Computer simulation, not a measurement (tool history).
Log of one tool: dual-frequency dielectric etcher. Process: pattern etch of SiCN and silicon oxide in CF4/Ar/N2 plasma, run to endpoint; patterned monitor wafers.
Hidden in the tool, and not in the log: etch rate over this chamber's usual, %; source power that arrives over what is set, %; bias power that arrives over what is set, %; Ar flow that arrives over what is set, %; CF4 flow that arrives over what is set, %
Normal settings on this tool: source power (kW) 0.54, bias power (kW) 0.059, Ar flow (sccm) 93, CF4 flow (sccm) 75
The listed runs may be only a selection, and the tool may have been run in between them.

run	hour	source power (kW)	bias power (kW)	Ar flow (sccm)	CF4 flow (sccm)	wafers since the last listed run	hours since the last wet clean	hours since the last source power generator calibration	hours since the last bias power generator calibration	hours since the last Ar flow controller change	hours since the last CF4 flow controller change	hours since the last upper electrode change	incoming incoming film thickness, nm	endpoint time (s)
1	0	0.54	0.059	93	75	0	295.6	2308.8	3802.5	4669.8	4046.2	4802.3	12.61	15
2	6	0.46	0.059	93	75	50	301.6	2314.8	3808.5	4675.8	4052.2	4808.3	12.51	17.9
3	54.3	0.46	0.059	93	75	406	349.9	2363.1	3856.8	4724.1	4100.5	4856.6	12.45	17.9
4	62.6	0.54	0.065	93	75	69	358.2	2371.4	3865.1	4732.4	4108.8	4864.9	12.55	14.4
# hour 69.8: CF4 flow controller replaced
# hour 86.7: upper electrode replaced
5	87.2	0.54	0.059	93	75	13	382.8	2396	3889.7	4757	17.4	0.5	12.53	14.9
6	91.3	0.54	0.059	114	63	34	386.9	2400.1	3893.8	4761.1	21.5	4.6	12.46	16
# hour 100.5: Ar flow controller replaced
# hour 116.3: wet clean of the chamber
7	116.8	0.54	0.059	103	67	31	0.5	2425.6	3919.3	16.3	47	30.1	12.49	16.2
8	122.8	0.54	0.059	93	89	50	6.5	2431.6	3925.3	22.3	53	36.1	12.48	14.8
9	136.8	0.54	0.059	93	75	117	20.5	2445.6	3939.3	36.3	67	50.1	12.45	15.3
# hour 146.9: source power generator calibrated
10	147.4	0.54	0.049	93	75	55	31.1	0.5	3949.9	46.9	77.6	60.7	12.43	16.1
11	159.6	0.54	0.049	93	75	102	43.3	12.7	3962.1	59.1	89.8	72.9	12.43	16.3
12	171.5	0.66	0.059	93	86	100	55.2	24.6	3974	71	101.7	84.8	12.46	12.1
# hour 182.2: bias power generator calibrated
13	182.7	0.47	0.059	93	81	60	66.4	35.8	0.5	82.2	112.9	96	12.46	17.9

Run 14, settings as shown, results not yet in. Your forecast:
14	191.4	0.54	0.059	93	75	73	75.1	44.5	9.2	90.9	121.6	104.7	12.46	?

{"run 14": {"endpoint time (s)": 15.5}}
Were there no unlogged condition in the tool, this run, its random variation unchanged, would have produced endpoint time (s) 14.5.
